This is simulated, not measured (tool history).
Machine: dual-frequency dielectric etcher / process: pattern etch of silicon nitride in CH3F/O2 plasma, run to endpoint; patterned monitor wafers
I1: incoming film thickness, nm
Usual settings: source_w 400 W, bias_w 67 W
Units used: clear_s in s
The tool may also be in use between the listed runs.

{"run": 1, "hour": 0.0, "source_w": 330, "bias_w": 67, "I1": 77.5, "clear_s": 94.6}
{"run": 2, "hour": 100.6, "source_w": 400, "bias_w": 80, "I1": 76.9, "clear_s": 80.4}
{"run": 3, "hour": 207.8, "source_w": 400, "bias_w": 80, "I1": 78.1, "clear_s": 82.1}
{"run": 4, "hour": 259.7, "source_w": 400, "bias_w": 80, "I1": 77.3, "clear_s": 81.0}
{"hour": 284.4, "done": "bias power generator calibrated"}
{"run": 5, "hour": 319.6, "source_w": 400, "bias_w": 54, "I1": 77.4, "clear_s": 96.8}
{"hour": 370.3, "done": "upper electrode replaced"}
{"run": 6, "hour": 379.9, "source_w": 400, "bias_w": 54, "I1": 76.9, "clear_s": 95.9}
{"run": 7, "hour": 426.5, "source_w": 400, "bias_w": 54, "I1": 77.5, "clear_s": 93.4}
{"hour": 440.6, "done": "source power generator calibrated"}
{"run": 8, "hour": 475.6, "source_w": 480, "bias_w": 61, "I1": 77.6, "clear_s": 85.6}
{"hour": 512.2, "done": "wet clean of the chamber"}
{"run": 9, "hour": 536.5, "source_w": 400, "bias_w": 67, "I1": 78.7, "clear_s": 93.8}
{"run": 10, "hour": 633.6, "source_w": 330, "bias_w": 83, "I1": 78.0, "clear_s": 83.4}
{"run": 11, "hour": 701.5, "source_w": 370, "bias_w": 75, "I1": 78.0, "clear_s": 88.0}
{"run": 12, "hour": 792.5, "source_w": 310, "bias_w": 72, "I1": 78.5, "clear_s": 92.8}
{"run": 13, "hour": 881.8, "source_w": 340, "bias_w": 72, "I1": 77.4, "clear_s": 88.0}
{"run": 14, "hour": 928.6, "source_w": 400, "bias_w": 67, "I1": 77.1, "clear_s": 88.0}

What if the next run were any one of these 5? Each begins from the tool's condition after run 14:
{"run": "A", "hour": 929.1, "source_w": 400, "bias_w": 67, "I1": 77.7, "clear_s": "?"}
{"run": "B", "hour": 929.1, "source_w": 470, "bias_w": 61, "I1": 77.7, "clear_s": "?"}
{"run": "C", "hour": 929.1, "source_w": 300, "bias_w": 67, "I1": 77.7, "clear_s": "?"}
{"run": "D", "hour": 929.1, "source_w": 310, "bias_w": 67, "I1": 77.7, "clear_s": "?"}
{"run": "E", "hour": 929.1, "source_w": 440, "bias_w": 57, "I1": 77.7, "clear_s": "?"}

run=A clear_s=86.8
run=B clear_s=87.4
run=C clear_s=92.0
run=D clear_s=91.4
run=E clear_s=91.5
Had the tool no hidden state, the same runs would have come out as:
run=A clear_s=90.0
run=B clear_s=90.6
run=C clear_s=95.3
run=D clear_s=94.7
run=E clear_s=94.9
